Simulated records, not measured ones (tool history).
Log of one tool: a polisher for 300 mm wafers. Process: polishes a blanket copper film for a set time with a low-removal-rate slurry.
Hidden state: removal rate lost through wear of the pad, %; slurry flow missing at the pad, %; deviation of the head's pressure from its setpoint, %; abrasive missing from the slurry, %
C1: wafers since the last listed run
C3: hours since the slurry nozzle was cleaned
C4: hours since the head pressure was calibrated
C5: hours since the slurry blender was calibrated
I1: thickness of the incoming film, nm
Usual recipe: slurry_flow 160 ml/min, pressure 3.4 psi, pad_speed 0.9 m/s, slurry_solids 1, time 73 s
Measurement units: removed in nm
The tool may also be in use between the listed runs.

{"run": 1, "hour": 0.0, "slurry_flow": 160, "pressure": 3.4, "pad_speed": 0.9, "slurry_solids": 1, "time": 73, "C1": 0, "wafers polished on this pad": 3947, "C3": 426.4, "C4": 434.3, "C5": 282.9, "I1": 634.9, "removed": 176.2}
{"run": 2, "hour": 33.9, "slurry_flow": 160, "pressure": 3.4, "pad_speed": 0.9, "slurry_solids": 0.85, "time": 73, "C1": 349, "wafers polished on this pad": 4297, "C3": 460.3, "C4": 468.2, "C5": 316.8, "I1": 641.6, "removed": 172.7}
{"hour": 68.8, "done": "worn pad replaced by a new one"}
{"hour": 80.6, "done": "head pressure recalibrated"}
{"hour": 88.1, "done": "slurry nozzle cleaned"}
{"run": 3, "hour": 88.6, "slurry_flow": 160, "pressure": 3.4, "pad_speed": 0.9, "slurry_solids": 0.85, "time": 73, "C1": 491, "wafers polished on this pad": 172, "C3": 0.5, "C4": 8, "C5": 371.5, "I1": 647.4, "removed": 186.8}
{"run": 4, "hour": 145.9, "slurry_flow": 160, "pressure": 3.4, "pad_speed": 0.9, "slurry_solids": 0.85, "time": 73, "C1": 590, "wafers polished on this pad": 762, "C3": 57.8, "C4": 65.3, "C5": 428.8, "I1": 644.5, "removed": 181.5}
{"run": 5, "hour": 186.6, "slurry_flow": 160, "pressure": 3.4, "pad_speed": 0.9, "slurry_solids": 1, "time": 73, "C1": 419, "wafers polished on this pad": 1181, "C3": 98.5, "C4": 106, "C5": 469.5, "I1": 645.9, "removed": 185}
{"hour": 190.2, "done": "slurry blender recalibrated"}
{"run": 6, "hour": 246.5, "slurry_flow": 160, "pressure": 3.4, "pad_speed": 0.9, "slurry_solids": 1, "time": 73, "C1": 596, "wafers polished on this pad": 1778, "C3": 158.4, "C4": 165.9, "C5": 56.3, "I1": 634.3, "removed": 198.3}
{"run": 7, "hour": 293.2, "slurry_flow": 160, "pressure": 3.4, "pad_speed": 0.9, "slurry_solids": 1, "time": 73, "C1": 480, "wafers polished on this pad": 2259, "C3": 205.1, "C4": 212.6, "C5": 103, "I1": 641, "removed": 189.5}
{"run": 8, "hour": 340.9, "slurry_flow": 160, "pressure": 3.4, "pad_speed": 0.9, "slurry_solids": 1, "time": 79, "C1": 491, "wafers polished on this pad": 2750, "C3": 252.8, "C4": 260.3, "C5": 150.7, "I1": 640.7, "removed": 205.9}
{"run": 9, "hour": 400.0, "slurry_flow": 160, "pressure": 4.6, "pad_speed": 0.9, "slurry_solids": 0.8, "time": 86, "C1": 608, "wafers polished on this pad": 3358, "C3": 311.9, "C4": 319.4, "C5": 209.8, "I1": 640.7, "removed": 281.1}
{"run": 10, "hour": 440.2, "slurry_flow": 160, "pressure": 3.4, "pad_speed": 0.9, "slurry_solids": 1, "time": 73, "C1": 413, "wafers polished on this pad": 3772, "C3": 352.1, "C4": 359.6, "C5": 250, "I1": 633, "removed": 180.1}
{"run": 11, "hour": 497.6, "slurry_flow": 160, "pressure": 3.4, "pad_speed": 1.12, "slurry_solids": 1, "time": 81, "C1": 591, "wafers polished on this pad": 4364, "C3": 409.5, "C4": 417, "C5": 307.4, "I1": 646, "removed": 244.5}
{"hour": 535.8, "done": "slurry nozzle cleaned"}
{"hour": 545.2, "done": "worn pad replaced by a new one"}
{"run": 12, "hour": 559.9, "slurry_flow": 160, "pressure": 2.9, "pad_speed": 0.9, "slurry_solids": 1.25, "time": 73, "C1": 590, "wafers polished on this pad": 151, "C3": 24.1, "C4": 479.3, "C5": 369.7, "I1": 641.4, "removed": 164}
{"run": 13, "hour": 590.5, "slurry_flow": 160, "pressure": 3.4, "pad_speed": 0.9, "slurry_solids": 1, "time": 73, "C1": 315, "wafers polished on this pad": 466, "C3": 54.7, "C4": 509.9, "C5": 400.3, "I1": 644.7, "removed": 182.4}
{"hour": 630.3, "done": "head pressure recalibrated"}
{"run": 14, "hour": 656.0, "slurry_flow": 160, "pressure": 3.4, "pad_speed": 1.22, "slurry_solids": 1.15, "time": 73, "C1": 653, "wafers polished on this pad": 1120, "C3": 120.2, "C4": 25.7, "C5": 465.8, "I1": 638.5, "removed": 249.1}
{"run": 15, "hour": 701.4, "slurry_flow": 145, "pressure": 4.2, "pad_speed": 0.9, "slurry_solids": 0.75, "time": 56, "C1": 467, "wafers polished on this pad": 1587, "C3": 165.6, "C4": 71.1, "C5": 511.2, "I1": 627.1, "removed": 156.3}
{"hour": 722.1, "done": "slurry blender recalibrated"}
{"run": 16, "hour": 738.1, "slurry_flow": 160, "pressure": 4, "pad_speed": 0.9, "slurry_solids": 1, "time": 55, "C1": 357, "wafers polished on this pad": 1944, "C3": 202.3, "C4": 107.8, "C5": 16, "I1": 629.5, "removed": 167}
{"run": 17, "hour": 773.6, "slurry_flow": 190, "pressure": 4.1, "pad_speed": 0.9, "slurry_solids": 1, "time": 73, "C1": 365, "wafers polished on this pad": 2310, "C3": 237.8, "C4": 143.3, "C5": 51.5, "I1": 627.1, "removed": 231.3}
{"run": 18, "hour": 845.6, "slurry_flow": 160, "pressure": 3.4, "pad_speed": 1.12, "slurry_solids": 1, "time": 73, "C1": 741, "wafers polished on this pad": 3052, "C3": 309.8, "C4": 215.3, "C5": 123.5, "I1": 643, "removed": 220.9}
{"run": 19, "hour": 911.4, "slurry_flow": 180, "pressure": 2.6, "pad_speed": 0.9, "slurry_solids": 1, "time": 73, "C1": 677, "wafers polished on this pad": 3729, "C3": 375.6, "C4": 281.1, "C5": 189.3, "I1": 637.6, "removed": 134.7}
{"run": 20, "hour": 958.9, "slurry_flow": 195, "pressure": 3.4, "pad_speed": 0.6, "slurry_solids": 0.7, "time": 73, "C1": 489, "wafers polished on this pad": 4218, "C3": 423.1, "C4": 328.6, "C5": 236.8, "I1": 647.3, "removed": 110.2}
{"hour": 989.9, "done": "worn pad replaced by a new one"}
{"run": 21, "hour": 1028.2, "slurry_flow": 160, "pressure": 3.4, "pad_speed": 0.9, "slurry_solids": 1, "time": 98, "C1": 672, "wafers polished on this pad": 394, "C3": 492.4, "C4": 397.9, "C5": 306.1, "I1": 636.9, "removed": 256.9}
{"run": 22, "hour": 1068.9, "slurry_flow": 205, "pressure": 3.4, "pad_speed": 0.9, "slurry_solids": 1, "time": 73, "C1": 419, "wafers polished on this pad": 813, "C3": 533.1, "C4": 438.6, "C5": 346.8, "I1": 642.1, "removed": 193.1}
{"hour": 1075.2, "done": "slurry nozzle cleaned"}
{"run": 23, "hour": 1124.0, "slurry_flow": 160, "pressure": 3.4, "pad_speed": 0.9, "slurry_solids": 1, "time": 73, "C1": 557, "wafers polished on this pad": 1370, "C3": 48.8, "C4": 493.7, "C5": 401.9, "I1": 637.7, "removed": 181.7}
{"run": 24, "hour": 1150.7, "slurry_flow": 160, "pressure": 3.4, "pad_speed": 0.9, "slurry_solids": 1, "time": 73, "C1": 274, "wafers polished on this pad": 1645, "C3": 75.5, "C4": 520.4, "C5": 428.6, "I1": 644.1, "removed": 180.5}
{"hour": 1155.1, "done": "head pressure recalibrated"}
{"run": 25, "hour": 1199.8, "slurry_flow": 160, "pressure": 2.9, "pad_speed": 0.9, "slurry_solids": 1.2, "time": 88, "C1": 485, "wafers polished on this pad": 2130, "C3": 124.6, "C4": 44.7, "C5": 477.7, "I1": 634.8, "removed": 191.6}
{"hour": 1242.1, "done": "slurry blender recalibrated"}
{"run": 26, "hour": 1328.6, "slurry_flow": 160, "pressure": 4.2, "pad_speed": 0.9, "slurry_solids": 1, "time": 73, "C1": 1305, "wafers polished on this pad": 3436, "C3": 253.4, "C4": 173.5, "C5": 86.5, "I1": 638.3, "removed": 233.8}
{"run": 27, "hour": 1389.5, "slurry_flow": 110, "pressure": 3.4, "pad_speed": 1.06, "slurry_solids": 1.25, "time": 56, "C1": 627, "wafers polished on this pad": 4063, "C3": 314.3, "C4": 234.4, "C5": 147.4, "I1": 651.1, "removed": 160.5}
{"run": 28, "hour": 1448.5, "slurry_flow": 160, "pressure": 3.4, "pad_speed": 0.9, "slurry_solids": 1, "time": 73, "C1": 607, "wafers polished on this pad": 4671, "C3": 373.3, "C4": 293.4, "C5": 206.4, "I1": 631.9, "removed": 180.1}
{"run": 29, "hour": 1498.1, "slurry_flow": 195, "pressure": 3.4, "pad_speed": 0.66, "slurry_solids": 0.9, "time": 89, "C1": 510, "wafers polished on this pad": 5182, "C3": 422.9, "C4": 343, "C5": 256, "I1": 630.6, "removed": 158}
{"hour": 1550.3, "done": "worn pad replaced by a new one"}
{"run": 30, "hour": 1565.7, "slurry_flow": 160, "pressure": 3.4, "pad_speed": 0.9, "slurry_solids": 1, "time": 88, "C1": 654, "wafers polished on this pad": 158, "C3": 490.5, "C4": 410.6, "C5": 323.6, "I1": 646.5, "removed": 230.1}
{"run": 31, "hour": 1603.2, "slurry_flow": 135, "pressure": 3.7, "pad_speed": 0.66, "slurry_solids": 1, "time": 73, "C1": 386, "wafers polished on this pad": 544, "C3": 528, "C4": 448.1, "C5": 361.1, "I1": 647.2, "removed": 145.3}

Per-run results on a tool with no hidden state, each run keeping its own random variation:
run=1 removed=205.8
run=2 removed=203.5
run=3 removed=202.2
run=4 removed=199.1
run=5 removed=205.2
run=6 removed=211.5
run=7 removed=207
run=8 removed=229.6
run=9 removed=320.1
run=10 removed=208.3
run=11 removed=287.8
run=12 removed=186.6
run=13 removed=208.7
run=14 removed=289.9
run=15 removed=183
run=16 removed=184
run=17 removed=260.3
run=18 removed=257.8
run=19 removed=161.7
run=20 removed=134.2
run=21 removed=284.8
run=22 removed=216.6
run=23 removed=206.6
run=24 removed=206.6
run=25 removed=222.4
run=26 removed=259.1
run=27 removed=183.1
run=28 removed=209.9
run=29 removed=187.1
run=30 removed=252
run=31 removed=160.6
